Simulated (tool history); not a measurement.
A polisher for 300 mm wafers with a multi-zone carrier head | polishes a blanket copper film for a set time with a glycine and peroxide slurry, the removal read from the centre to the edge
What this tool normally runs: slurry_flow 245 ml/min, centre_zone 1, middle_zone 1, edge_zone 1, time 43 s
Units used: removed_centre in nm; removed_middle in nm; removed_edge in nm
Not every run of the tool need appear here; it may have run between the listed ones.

run	hour	slurry_flow	centre_zone	middle_zone	edge_zone	time	wafers since the last listed run	wafers polished on this pad	hours since the slurry nozzle was cleaned	hours since the centre zone pressure was calibrated	hours since the edge zone pressure was calibrated	hours since the carrier head's membrane was replaced	incoming thickness of the incoming film, nm	removed_centre	removed_middle	removed_edge
1	0	245	1	1	1.09	31	0	1130	745.4	123	1039.1	1214.3	1081.7	187.5	193.1	199.4
2	10.3	245	1	1	1	43	173	1303	755.7	133.3	1049.4	1224.6	1064.3	264	272.5	265.3
# hour 20.8: edge zone pressure recalibrated
3	28	245	1	1	1.05	31	264	1568	773.4	151	7.2	1242.3	1077.4	186.6	191.4	194.4
4	41.6	310	1	1	1	43	229	1797	787	164.6	20.8	1255.9	1075.2	271.2	277.3	272.6
5	59.3	245	1	0.89	1	56	298	2096	804.7	182.3	38.5	1273.6	1085.2	333.9	310	341.1
# hour 64.9: carrier head's membrane replaced by a new one
# hour 76.4: worn pad replaced by a new one
6	76.9	245	1	1	0.9	33	145	8	822.3	199.9	56.1	12	1095.7	194.2	196.5	191.8
# hour 85.4: slurry nozzle cleaned
7	85.9	325	1	1	1	43	134	143	0.5	208.9	65.1	21	1089.1	295.6	294	287.9
8	96.9	245	1.1	1	1.08	43	185	328	11.5	219.9	76.1	32	1098.4	322.4	289.9	290.5
9	103.1	245	1	1	1	43	104	433	17.7	226.1	82.3	38.2	1059.8	282.7	288.7	283.3
10	119.5	245	1	1	1.1	43	276	709	34.1	242.5	98.7	54.6	1086.4	285.5	294.7	295.1
11	129.6	245	1	1	1	55	170	880	44.2	252.6	108.8	64.7	1081.7	366.8	376.4	360.1
12	141.4	245	1	1	1	43	198	1079	56	264.4	120.6	76.5	1085.7	286.8	292.7	282.4
13	147.4	245	0.97	1.04	1.03	53	101	1180	62	270.4	126.6	82.5	1075.9	343	370.3	354
14	155.7	245	1	0.9	0.95	30	139	1320	70.3	278.7	134.9	90.8	1070.9	201.3	186.2	193
15	190.6	315	1	1	1	43	588	1908	105.2	313.6	169.8	125.7	1095.4	302.2	298.4	288.9
# hour 197.5: worn pad replaced by a new one
16	208.2	245	1.08	1.09	1.07	29	229	180	122.8	331.2	187.4	143.3	1090.3	208.4	213.6	196
17	223.8	215	1	1	1	29	263	443	138.4	346.8	203	158.9	1076.6	190.4	194	189.2
18	233	245	1	0.93	1	49	155	598	147.6	356	212.2	168.1	1070.9	323.7	310.3	321.1
19	248.2	245	1	1	1	43	256	855	162.8	371.2	227.4	183.3	1092.3	295.4	290.8	281.7
20	254.8	290	1	0.93	1	43	111	966	169.4	377.8	234	189.9	1088.6	294.3	278.3	286.1
21	266.1	245	1.12	1.07	1.04	43	190	1156	180.7	389.1	245.3	201.2	1097.4	323.3	311.6	287.6

Across each entry between runs, compare the hidden state at the last listed run before it with the hidden state at the first listed run after it:
Run 2 -> run 3: edge zone pressure recalibrated (hour 20.8)
  slurry flow missing at the pad, %: 43.5 -> 45.4
  the result without the hidden state subtracted from the measured one, removed_centre: -27.6 -> -21.2 nm; removed_middle: -25.2 -> -19.2 nm; removed_edge: -17.7 -> -14 nm
Run 5 -> run 6: carrier head's membrane replaced by a new one (hour 64.9); worn pad replaced by a new one (hour 76.4)
  slurry flow missing at the pad, %: 48.8 -> 50.8
  the result without the hidden state subtracted from the measured one, removed_centre: -43.7 -> -27.7 nm; removed_middle: -35.7 -> -24.7 nm; removed_edge: -28.2 -> -17.1 nm
Run 6 -> run 7: slurry nozzle cleaned (hour 85.4)
  slurry flow missing at the pad, %: 50.8 -> 2.25
  the result without the hidden state subtracted from the measured one, removed_centre: -27.7 -> -0.6 nm; removed_middle: -24.7 -> -0.6 nm; removed_edge: -17.1 -> -0.5 nm
Run 15 -> run 16: worn pad replaced by a new one (hour 197.5)
  slurry flow missing at the pad, %: 3.02 -> 3.3
  the result without the hidden state subtracted from the measured one, removed_centre: -1 -> -0.9 nm; removed_middle: -0.8 -> -0.8 nm; removed_edge: -0.6 -> -0.5 nm
